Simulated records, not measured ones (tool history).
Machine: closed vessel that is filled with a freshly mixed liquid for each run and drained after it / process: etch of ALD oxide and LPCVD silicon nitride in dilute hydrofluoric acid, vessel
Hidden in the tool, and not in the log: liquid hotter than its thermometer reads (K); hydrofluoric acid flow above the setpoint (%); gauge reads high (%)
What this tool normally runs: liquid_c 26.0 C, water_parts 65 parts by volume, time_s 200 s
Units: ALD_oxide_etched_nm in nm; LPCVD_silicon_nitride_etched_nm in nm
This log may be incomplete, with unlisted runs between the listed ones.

| run | day | liquid_c | water_parts | time_s | wafers since the last listed run | hours since the thermometer was replaced | hours since the hydrofluoric acid flow meter was replaced | hours since the gauge calibration | read-back film thickness of the ALD oxide reference wafer, read on the same gauge (nm) | read-back film thickness of the LPCVD silicon nitride reference wafer, read on the same gauge (nm) | ALD_oxide_etched_nm | LPCVD_silicon_nitride_etched_nm |
|---|---|---|---|---|---|---|---|---|---|---|---|---|
| 1 | 0.000 | 26.0 | 65 | 275 | 0 | 1345.5 | 1946.0 | 47.3 | 110.00 | 119.996 | 77.29 | 2.737 |
| 2 | 1.204 | 26.0 | 65 | 200 | 2008 | 1374.4 | 1974.9 | 76.2 | 110.00 | 120.018 | 55.93 | 1.965 |
| 3 | 2.412 | 26.0 | 65 | 200 | 2015 | 1403.4 | 2003.9 | 105.2 | 109.99 | 119.994 | 56.84 | 2.004 |
| 4 | 3.779 | 26.0 | 65 | 200 | 2279 | 1436.2 | 2036.7 | 138.0 | 110.00 | 120.015 | 56.71 | 2.098 |
| 5 | 5.812 | 26.0 | 80 | 155 | 3392 | 1485.0 | 2085.5 | 186.8 | 110.01 | 119.961 | 34.91 | 1.298 |
| 6 | 6.583 | 26.0 | 80 | 155 | 1285 | 1503.5 | 2104.0 | 205.3 | 110.00 | 120.007 | 34.39 | 1.309 |
| 7 | 8.071 | 26.0 | 65 | 200 | 2481 | 1539.2 | 2139.7 | 241.0 | 110.00 | 119.994 | 57.11 | 2.069 |
| 8 | 9.462 | 26.0 | 75 | 200 | 2321 | 1572.6 | 2173.1 | 274.4 | 110.01 | 120.009 | 48.41 | 1.759 |
|  | 9.862 | hydrofluoric acid flow meter replaced |
|  | 9.883 | thermometer replaced |
| 9 | 9.975 | 21.0 | 65 | 200 | 752 | 2.2 | 2.7 | 286.7 | 109.98 | 120.019 | 42.35 | 1.304 |
| 10 | 11.079 | 30.0 | 65 | 200 | 1842 | 28.7 | 29.2 | 313.2 | 110.00 | 120.009 | 60.33 | 2.327 |
| 11 | 12.471 | 29.5 | 55 | 90 | 2321 | 62.1 | 62.6 | 346.6 | 110.01 | 120.015 | 32.48 | 1.170 |
| 12 | 13.083 | 29.0 | 90 | 120 | 1021 | 76.8 | 77.3 | 361.3 | 109.98 | 119.985 | 24.87 | 0.982 |
| 13 | 14.142 | 31.0 | 80 | 150 | 1765 | 102.2 | 102.7 | 386.7 | 110.00 | 119.979 | 38.46 | 1.542 |
| 14 | 14.692 | 26.0 | 65 | 200 | 917 | 115.4 | 115.9 | 399.9 | 110.00 | 120.015 | 52.54 | 1.844 |
| 15 | 15.800 | 30.0 | 65 | 200 | 1849 | 142.0 | 142.5 | 426.5 | 109.99 | 119.989 | 61.65 | 2.302 |
| 16 | 16.417 | 26.0 | 65 | 200 | 1028 | 156.8 | 157.3 | 441.3 | 109.99 | 120.045 | 52.61 | 1.852 |
| 17 | 17.892 | 26.0 | 65 | 200 | 2460 | 192.2 | 192.7 | 476.7 | 110.00 | 119.989 | 52.27 | 1.750 |
|  | 17.992 | gauge calibrated |
| 18 | 19.242 | 26.0 | 65 | 200 | 2252 | 224.6 | 225.1 | 30.0 | 110.00 | 119.996 | 52.77 | 1.861 |
| 19 | 20.258 | 27.5 | 65 | 145 | 1696 | 249.0 | 249.5 | 54.4 | 110.00 | 119.988 | 40.34 | 1.472 |
| 20 | 20.962 | 31.0 | 65 | 120 | 1174 | 265.9 | 266.4 | 71.3 | 110.00 | 120.025 | 38.18 | 1.498 |
| 21 | 22.267 | 26.0 | 45 | 130 | 2175 | 297.2 | 297.7 | 102.6 | 109.99 | 119.984 | 51.43 | 1.743 |
| 22 | 23.529 | 26.0 | 35 | 200 | 2106 | 327.5 | 328.0 | 132.9 | 109.99 | 120.033 | 100.77 | 3.349 |
| 23 | 24.992 | 30.0 | 50 | 200 | 2439 | 362.6 | 363.1 | 168.0 | 110.02 | 119.987 | 81.39 | 3.165 |
| 24 | 27.404 | 26.0 | 65 | 200 | 4024 | 420.5 | 421.0 | 225.9 | 110.01 | 120.006 | 53.12 | 1.886 |
| 25 | 28.862 | 26.0 | 90 | 200 | 2432 | 455.5 | 456.0 | 260.9 | 109.99 | 120.007 | 37.93 | 1.372 |

Run by run, hidden condition taken away, random variation retained:
| run | ALD_oxide_etched_nm | LPCVD_silicon_nitride_etched_nm |
|---|---|---|
| 1 | 71.70 | 2.419 |
| 2 | 51.83 | 1.733 |
| 3 | 52.61 | 1.764 |
| 4 | 52.40 | 1.842 |
| 5 | 32.23 | 1.137 |
| 6 | 31.72 | 1.145 |
| 7 | 52.55 | 1.803 |
| 8 | 44.50 | 1.531 |
| 9 | 42.33 | 1.303 |
| 10 | 60.23 | 2.321 |
| 11 | 32.39 | 1.165 |
| 12 | 24.79 | 0.976 |
| 13 | 38.29 | 1.530 |
| 14 | 52.27 | 1.828 |
| 15 | 61.27 | 2.279 |
| 16 | 52.24 | 1.830 |
| 17 | 51.81 | 1.725 |
| 18 | 52.22 | 1.830 |
| 19 | 39.90 | 1.445 |
| 20 | 37.74 | 1.470 |
| 21 | 50.72 | 1.704 |
| 22 | 99.25 | 3.267 |
| 23 | 80.10 | 3.083 |
| 24 | 52.11 | 1.827 |
| 25 | 37.18 | 1.328 |

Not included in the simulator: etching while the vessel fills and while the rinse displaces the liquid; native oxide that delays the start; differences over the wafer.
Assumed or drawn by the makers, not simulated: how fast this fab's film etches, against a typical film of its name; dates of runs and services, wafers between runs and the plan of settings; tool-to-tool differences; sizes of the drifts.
